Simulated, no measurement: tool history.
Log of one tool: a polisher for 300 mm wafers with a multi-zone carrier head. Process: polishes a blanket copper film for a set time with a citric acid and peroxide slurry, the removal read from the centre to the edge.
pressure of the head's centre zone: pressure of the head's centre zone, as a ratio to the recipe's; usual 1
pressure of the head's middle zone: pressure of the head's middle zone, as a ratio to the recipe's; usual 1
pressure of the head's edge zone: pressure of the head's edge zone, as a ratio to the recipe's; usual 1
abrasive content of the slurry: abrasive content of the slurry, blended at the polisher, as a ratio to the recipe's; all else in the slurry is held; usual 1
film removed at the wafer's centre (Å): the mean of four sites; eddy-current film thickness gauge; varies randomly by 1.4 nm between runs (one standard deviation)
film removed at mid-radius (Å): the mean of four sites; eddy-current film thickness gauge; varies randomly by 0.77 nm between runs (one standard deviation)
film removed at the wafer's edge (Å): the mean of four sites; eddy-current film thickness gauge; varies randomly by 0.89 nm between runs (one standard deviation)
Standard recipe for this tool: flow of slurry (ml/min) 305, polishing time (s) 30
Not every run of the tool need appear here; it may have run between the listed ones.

| run | day | flow of slurry (ml/min) | pressure of the head's centre zone | pressure of the head's middle zone | pressure of the head's edge zone | abrasive content of the slurry | polishing time (s) | incoming thickness of the incoming film, nm | film removed at the wafer's centre (Å) | film removed at mid-radius (Å) | film removed at the wafer's edge (Å) |
|---|---|---|---|---|---|---|---|---|---|---|---|
| 1 | 0 | 305 | 0.97 | 1 | 1 | 1 | 30 | 991.5 | 996 | 973 | 963 |
|  | 1.333 | worn pad replaced by a new one |
| 2 | 1.354 | 305 | 1 | 1 | 0.97 | 1 | 30 | 966.3 | 1024 | 983 | 944 |
| 3 | 2.104 | 305 | 1 | 1 | 0.97 | 1 | 30 | 950.1 | 1024 | 967 | 937 |
| 4 | 2.946 | 305 | 1 | 1 | 0.97 | 1 | 30 | 975.2 | 1032 | 979 | 938 |
| 5 | 3.621 | 305 | 1 | 1 | 1 | 0.85 | 30 | 961.2 | 1020 | 942 | 910 |
|  | 4.046 | worn pad replaced by a new one |
| 6 | 4.333 | 305 | 1 | 0.97 | 1 | 1 | 30 | 973.7 | 1046 | 947 | 955 |
| 7 | 5.6 | 305 | 1 | 1 | 1 | 1 | 30 | 958.2 | 1061 | 986 | 942 |
| 8 | 6.112 | 305 | 1 | 1 | 1 | 1 | 30 | 958.5 | 1071 | 968 | 954 |

Run 9 has not been measured yet. What should we expect?
|  | 6.475 | centre zone pressure recalibrated |
|  | 6.667 | edge zone pressure recalibrated |
| 9 | 6.921 | 305 | 1 | 1.1 | 1.1 | 1.25 | 30 | 967.3 | ? | ? | ? |

Run 9 measured film removed at the wafer's centre (Å) 999, film removed at mid-radius (Å) 1075, film removed at the wafer's edge (Å) 1029.
Take away the tool's hidden state, keep the run-to-run variation as it was, and the same run would have given film removed at the wafer's centre (Å) 1015, film removed at mid-radius (Å) 1075, film removed at the wafer's edge (Å) 1029.
